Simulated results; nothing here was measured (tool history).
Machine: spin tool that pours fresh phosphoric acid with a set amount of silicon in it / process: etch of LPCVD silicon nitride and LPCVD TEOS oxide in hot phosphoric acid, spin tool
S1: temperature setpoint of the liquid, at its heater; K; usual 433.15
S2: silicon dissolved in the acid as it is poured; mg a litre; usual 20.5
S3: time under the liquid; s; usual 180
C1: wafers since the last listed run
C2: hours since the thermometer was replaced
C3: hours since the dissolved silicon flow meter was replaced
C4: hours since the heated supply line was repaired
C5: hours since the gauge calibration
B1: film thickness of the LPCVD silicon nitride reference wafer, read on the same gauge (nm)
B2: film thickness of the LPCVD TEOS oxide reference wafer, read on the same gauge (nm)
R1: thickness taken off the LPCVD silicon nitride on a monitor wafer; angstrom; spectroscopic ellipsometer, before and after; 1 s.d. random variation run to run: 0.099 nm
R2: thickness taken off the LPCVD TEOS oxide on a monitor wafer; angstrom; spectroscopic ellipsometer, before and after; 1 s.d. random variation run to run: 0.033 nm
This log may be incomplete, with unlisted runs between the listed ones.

run	hour	S1	S2	S3	C1	C2	C3	C4	C5	B1	B2	R1	R2
1	0	433.15	20.5	180	0	1332.1	1298.9	1535.7	301.8	100	40.002	138.3	4.61
2	25.4	433.15	20.5	250	213	1357.5	1324.3	1561.1	327.2	100	39.996	194.1	6.19
3	62.6	433.15	20.5	250	312	1394.7	1361.5	1598.3	364.4	100	40.016	191	6.32
4	125.3	433.15	20.5	250	526	1457.4	1424.2	1661	427.1	100	39.984	189.5	5.59
5	180.9	433.15	20.5	110	466	1513	1479.8	1716.6	482.7	99.99	39.989	85.5	2.49
6	238.3	433.15	20.5	110	481	1570.4	1537.2	1774	540.1	99.99	40.019	85.3	2.95
7	272.7	433.15	20.5	180	288	1604.8	1571.6	1808.4	574.5	100	39.994	138.2	4.65
8	318.5	433.15	20.5	180	384	1650.6	1617.4	1854.2	620.3	100	40.009	138.9	4.18
9	385	431.65	11.5	180	558	1717.1	1683.9	1920.7	686.8	99.99	39.986	133.7	5.89
10	451.1	431.65	35.5	115	554	1783.2	1750	1986.8	752.9	99.99	40.001	83.7	1.39
11	515.9	433.15	20.5	180	543	1848	1814.8	2051.6	817.7	100	39.973	139.1	4.8
# hour 531.2: thermometer replaced
12	560.6	433.15	20.5	180	366	29.4	1859.5	2096.3	862.4	100	39.981	138.3	4.48
13	605.9	432.15	5	80	380	74.7	1904.8	2141.6	907.7	100	40.034	59.1	2.59
14	663.5	435.65	14	180	483	132.3	1962.4	2199.2	965.3	100	40.009	151.2	6.39
15	689.8	434.15	20.5	210	220	158.6	1988.7	2225.5	991.6	99.99	39.972	167	6.08
# hour 699.4: heated supply line repaired
16	758.9	435.65	20.5	240	571	227.7	2057.8	59.5	1060.7	99.97	39.977	199.5	7.4
# hour 904.5: gauge calibrated
17	928.7	433.15	20.5	180	1425	397.5	2227.6	229.3	24.2	100.01	39.988	139.3	4.12
18	952.9	433.15	11	100	203	421.7	2251.8	253.5	48.4	100	39.976	77.4	2.9

Estimate the outcome of run 19 from the log above:
# hour 976.5: dissolved silicon flow meter replaced
19	1009.1	433.15	20.5	180	463	477.9	32.6	309.7	104.6	?	?	?	?

Run 19 gave B1 99.99, B2 39.998, R1 138.1 angstrom, R2 4.91 angstrom.
Take away the tool's hidden state, keep the run-to-run variation as it was, and the same run would have given R1 138.1 angstrom, R2 4.91 angstrom.
